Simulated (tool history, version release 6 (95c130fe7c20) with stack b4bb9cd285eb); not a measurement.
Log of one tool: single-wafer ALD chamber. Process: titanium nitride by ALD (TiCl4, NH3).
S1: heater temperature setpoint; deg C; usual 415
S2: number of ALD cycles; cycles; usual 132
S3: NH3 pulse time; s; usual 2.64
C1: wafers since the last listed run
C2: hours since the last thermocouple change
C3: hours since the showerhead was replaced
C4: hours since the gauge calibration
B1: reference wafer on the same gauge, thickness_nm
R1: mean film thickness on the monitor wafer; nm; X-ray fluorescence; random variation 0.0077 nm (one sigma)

| run | day | S1 | S2 | S3 | C1 | C2 | C3 | C4 | B1 | R1 |
|---|---|---|---|---|---|---|---|---|---|---|
| 1 | 0 | 415 | 132 | 2.64 | 0 | 2241 | 2856.3 | 208 | 2.668 | 3.066 |
| 2 | 0.554 | 415 | 132 | 2.64 | 15 | 2254.3 | 2869.6 | 221.3 | 2.671 | 3.074 |
| 3 | 1.958 | 415 | 132 | 2.64 | 38 | 2288 | 2903.3 | 255 | 2.674 | 3.071 |
| 4 | 2.675 | 415 | 132 | 2.64 | 19 | 2305.2 | 2920.5 | 272.2 | 2.672 | 3.083 |
| 5 | 3.612 | 415 | 132 | 2.64 | 25 | 2327.7 | 2943 | 294.7 | 2.666 | 3.072 |
| 6 | 4.967 | 415 | 132 | 2.06 | 37 | 2360.2 | 2975.5 | 327.2 | 2.67 | 3.045 |
| 7 | 5.471 | 415 | 132 | 2.06 | 13 | 2372.3 | 2987.6 | 339.3 | 2.674 | 3.041 |
| 8 | 6.617 | 415 | 132 | 2.64 | 31 | 2399.8 | 3015.1 | 366.8 | 2.668 | 3.071 |
| 9 | 7.204 | 415 | 132 | 2.64 | 16 | 2413.9 | 3029.2 | 380.9 | 2.672 | 3.079 |
| 10 | 8.579 | 415 | 132 | 2.64 | 37 | 2446.9 | 3062.2 | 413.9 | 2.671 | 3.076 |
| 11 | 9.675 | 415 | 132 | 2.37 | 30 | 2473.2 | 3088.5 | 440.2 | 2.672 | 3.08 |
| 12 | 12.825 | 415 | 132 | 2.97 | 86 | 2548.8 | 3164.1 | 515.8 | 2.671 | 3.094 |
| 13 | 13.946 | 424 | 132 | 2.64 | 30 | 2575.7 | 3191 | 542.7 | 2.668 | 3.087 |
| 14 | 14.808 | 419 | 123 | 2.64 | 23 | 2596.4 | 3211.7 | 563.4 | 2.671 | 2.88 |
| 15 | 16.108 | 419 | 123 | 2.64 | 35 | 2627.6 | 3242.9 | 594.6 | 2.672 | 2.872 |
|  | 16.717 | thermocouple changed; heater temperature recalibrated |
| 16 | 17.579 | 422 | 132 | 2.64 | 31 | 20.7 | 3278.2 | 629.9 | 2.671 | 3.096 |
| 17 | 18.767 | 422 | 132 | 2.64 | 32 | 49.2 | 3306.7 | 658.4 | 2.667 | 3.077 |
| 18 | 20.192 | 430 | 132 | 2.64 | 39 | 83.4 | 3340.9 | 692.6 | 2.67 | 3.078 |
| 19 | 21.288 | 424 | 158 | 3.56 | 30 | 109.7 | 3367.2 | 718.9 | 2.672 | 3.711 |
| 20 | 21.996 | 415 | 132 | 2.64 | 19 | 126.7 | 3384.2 | 735.9 | 2.67 | 3.084 |
| 21 | 23.312 | 411 | 107 | 3.49 | 36 | 158.3 | 3415.8 | 767.5 | 2.67 | 2.51 |
| 22 | 24.096 | 403 | 152 | 3.02 | 21 | 177.1 | 3434.6 | 786.3 | 2.668 | 3.565 |
|  | 24.612 | gauge calibrated |
| 23 | 24.912 | 421 | 148 | 1.82 | 22 | 196.7 | 3454.2 | 7.2 | 2.67 | 3.409 |
| 24 | 26.292 | 415 | 132 | 2.64 | 37 | 229.8 | 3487.3 | 40.3 | 2.67 | 3.078 |
|  | 27.217 | showerhead replaced |
| 25 | 27.238 | 415 | 132 | 2.64 | 16 | 252.5 | 0.5 | 63 | 2.672 | 3.072 |
| 26 | 27.921 | 425 | 132 | 2.64 | 18 | 268.9 | 16.9 | 79.4 | 2.666 | 3.079 |
| 27 | 28.733 | 420 | 124 | 3.38 | 22 | 288.4 | 36.4 | 98.9 | 2.671 | 2.909 |
| 28 | 29.858 | 415 | 151 | 2.64 | 30 | 315.4 | 63.4 | 125.9 | 2.67 | 3.536 |
| 29 | 31.233 | 415 | 132 | 2.18 | 37 | 348.4 | 96.4 | 158.9 | 2.671 | 3.073 |
| 30 | 32.15 | 415 | 132 | 2.64 | 25 | 370.4 | 118.4 | 180.9 | 2.668 | 3.075 |
| 31 | 33.567 | 409 | 142 | 1.74 | 38 | 404.4 | 152.4 | 214.9 | 2.671 | 3.255 |
| 32 | 34.3 | 415 | 132 | 2.64 | 20 | 422 | 170 | 232.5 | 2.671 | 3.08 |
| 33 | 34.912 | 426 | 121 | 2.34 | 16 | 436.7 | 184.7 | 247.2 | 2.669 | 2.807 |
| 34 | 35.804 | 410 | 132 | 2.64 | 24 | 458.1 | 206.1 | 268.6 | 2.671 | 3.066 |
| 35 | 36.629 | 415 | 121 | 1.88 | 22 | 477.9 | 225.9 | 288.4 | 2.67 | 2.78 |

4 ways to go on from here, each from the tool as it stands after run 35. What would each give?
| A | 36.658 | 428 | 132 | 2.64 | 0 | 478.6 | 226.6 | 289.1 | ? | ? |
| B | 36.658 | 415 | 157 | 2.06 | 0 | 478.6 | 226.6 | 289.1 | ? | ? |
| C | 36.658 | 401 | 119 | 1.9 | 0 | 478.6 | 226.6 | 289.1 | ? | ? |
| D | 36.658 | 415 | 153 | 2.64 | 0 | 478.6 | 226.6 | 289.1 | ? | ? |

| run | B1 | R1 |
|---|---|---|
| A | 2.671 | 3.088 |
| B | 2.671 | 3.628 |
| C | 2.671 | 2.719 |
| D | 2.671 | 3.573 |
Without the tool's hidden state the same runs would have given:
| run | R1 |
|---|---|
| A | 3.088 |
| B | 3.628 |
| C | 2.719 |
| D | 3.573 |
